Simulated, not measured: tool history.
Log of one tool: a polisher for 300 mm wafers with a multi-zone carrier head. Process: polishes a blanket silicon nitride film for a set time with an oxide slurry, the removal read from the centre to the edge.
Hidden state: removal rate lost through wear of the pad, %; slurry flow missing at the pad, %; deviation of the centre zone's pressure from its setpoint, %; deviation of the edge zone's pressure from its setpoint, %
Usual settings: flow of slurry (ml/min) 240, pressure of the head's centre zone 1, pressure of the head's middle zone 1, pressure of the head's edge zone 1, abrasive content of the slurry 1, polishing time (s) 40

run    hour  flow of slurry (ml/min)  pressure of the head's centre zone  pressure of the head's middle zone  pressure of the head's edge zone  abrasive content of the slurry  polishing time (s)  wafers since the last listed run  wafers polished on this pad  hours since the slurry nozzle was cleaned  hours since the centre zone pressure was calibrated  hours since the edge zone pressure was calibrated  hours since the carrier head's membrane was replaced  incoming thickness of the incoming film, nm  film removed at the wafer's centre (Å)  film removed at mid-radius (Å)  film removed at the wafer's edge (Å)
  1       0                      240                                   1                                 0.9                              0.94                            0.85                  47                                 0                         2426                                       77.3                                                609.1                                              448.9                                                 401.5                                        533.2                                     299                             277                                   284
  2    71.5                      240                                0.92                                0.91                               0.9                               1                  30                               814                         3241                                      148.8                                                680.6                                              520.4                                                   473                                        537.1                                     185                             183                                   182
       76.8  -- edge zone pressure recalibrated
  3    96.7                      240                                   1                                0.94                              0.95                               1                  40                               264                         3506                                        174                                                705.8                                               19.9                                                 498.2                                        529.7                                     273                             249                                   255
  4   148.9                      240                                   1                                   1                              1.04                               1                  53                               594                         4101                                      226.2                                                  758                                               72.1                                                 550.4                                          533                                     362                             331                                   353
  5   208.9                      275                                0.89                                   1                              0.93                             0.8                  40                               683                         4785                                      286.2                                                  818                                              132.1                                                 610.4                                        521.5                                     221                             234                                   233
  6   256.9                      240                                   1                                   1                                 1                               1                  40                               547                         5332                                      334.2                                                  866                                              180.1                                                 658.4                                        529.4                                     264                             249                                   256
      262.5  -- worn pad replaced by a new one
  7   347.2                      240                                   1                                   1                                 1                               1                  40                               983                          965                                      424.5                                                956.3                                              270.4                                                 748.7                                        530.1                                     261                             245                                   253
      397.5  -- centre zone pressure recalibrated
  8   402.8                      240                                   1                                   1                                 1                               1                  40                               610                         1576                                      480.1                                                  5.3                                                326                                                 804.3                                        520.4                                     251                             246                                   249
  9   464.2                      240                                   1                                   1                                 1                             0.9                  32                               699                         2276                                      541.5                                                 66.7                                              387.4                                                 865.7                                        530.3                                     189                             186                                   189
      546.4  -- edge zone pressure recalibrated
      580.5  -- slurry nozzle cleaned
 10   667.3                      240                                0.95                                   1                                 1                               1                  30                              2280                         4556                                       86.8                                                269.8                                              120.9                                                1068.8                                        532.1                                     194                             197                                   190
 11   705.6                      240                                0.93                                0.89                                 1                             0.9                  30                               436                         4993                                      125.1                                                308.1                                              159.2                                                1107.1                                        532.5                                     178                             178                                   189
 12   741.3                      240                                0.92                                   1                                 1                               1                  40                               406                         5400                                      160.8                                                343.8                                              194.9                                                1142.8                                        520.7                                     248                             259                                   253
      789.5  -- carrier head's membrane replaced by a new one
      821.7  -- worn pad replaced by a new one
 13     848                      240                                   1                                   1                                 1                             0.9                  32                              1113                          300                                      267.5                                                450.5                                              301.6                                                  58.5                                        533.1                                     203                             193                                   195
 14   908.4                      300                                   1                                0.94                                 1                            1.15                  40                               688                          988                                      327.9                                                510.9                                                362                                                 118.9                                        533.8                                     286                             268                                   273
 15   948.8                      210                                   1                                1.07                                 1                            0.85                  35                               460                         1449                                      368.3                                                551.3                                              402.4                                                 159.3                                        531.7                                     211                             203                                   197
 16   985.2                      210                                   1                                1.07                                 1                            0.85                  35                               414                         1864                                      404.7                                                587.7                                              438.8                                                 195.7                                          528                                     209                             204                                   203
 17  1015.2                      240                                   1                                   1                               1.1                               1                  40                               341                         2205                                      434.7                                                617.7                                              468.8                                                 225.7                                        536.4                                     265                             253                                   271
 18  1060.3                      265                                   1                                   1                                 1                            1.15                  40                               514                         2720                                      479.8                                                662.8                                              513.9                                                 270.8                                        522.9                                     283                             266                                   264
     1106.2  -- edge zone pressure recalibrated
 19  1150.9                      240                                1.07                                   1                              1.12                               1                  33                              1009                         3729                                      570.4                                                753.4                                               44.7                                                 361.4                                        528.3                                     230                             203                                   221
 20  1202.2                      240                                   1                                   1                                 1                               1                  40                               584                         4314                                      621.7                                                804.7                                                 96                                                 412.7                                        529.9                                     262                             246                                   254
 21  1244.3                      240                                   1                                   1                                 1                               1                  40                               479                         4794                                      663.8                                                846.8                                              138.1                                                 454.8                                        530.2                                     259                             245                                   251

Hidden state or all else? Some run-to-run changes of film removed at the wafer's centre (Å), split into what the settings, what came in and random variation would give without the hidden state, and what is left for the hidden state (with any gauge scatter that isn't in both results):
Run 1 -> 2: pressure of the head's centre zone 1 -> 0.92, pressure of the head's middle zone 0.9 -> 0.91, pressure of the head's edge zone 0.94 -> 0.9, abrasive content of the slurry 0.85 -> 1, polishing time (s) 47 -> 30. film removed at the wafer's centre (Å) -114: hidden state -4, all else -110.
Run 4 -> 5: flow of slurry (ml/min) 240 -> 275, pressure of the head's centre zone 1 -> 0.89, pressure of the head's edge zone 1.04 -> 0.93, abrasive content of the slurry 1 -> 0.8, polishing time (s) 53 -> 40. film removed at the wafer's centre (Å) -141: hidden state +2, all else -143.
Run 7 -> 8: centre zone pressure recalibrated. film removed at the wafer's centre (Å) -10: hidden state -17, all else +7.
Run 9 -> 10: pressure of the head's centre zone 1 -> 0.95, abrasive content of the slurry 0.9 -> 1, polishing time (s) 32 -> 30, edge zone pressure recalibrated, slurry nozzle cleaned. film removed at the wafer's centre (Å) +5: hidden state +21, all else -16.
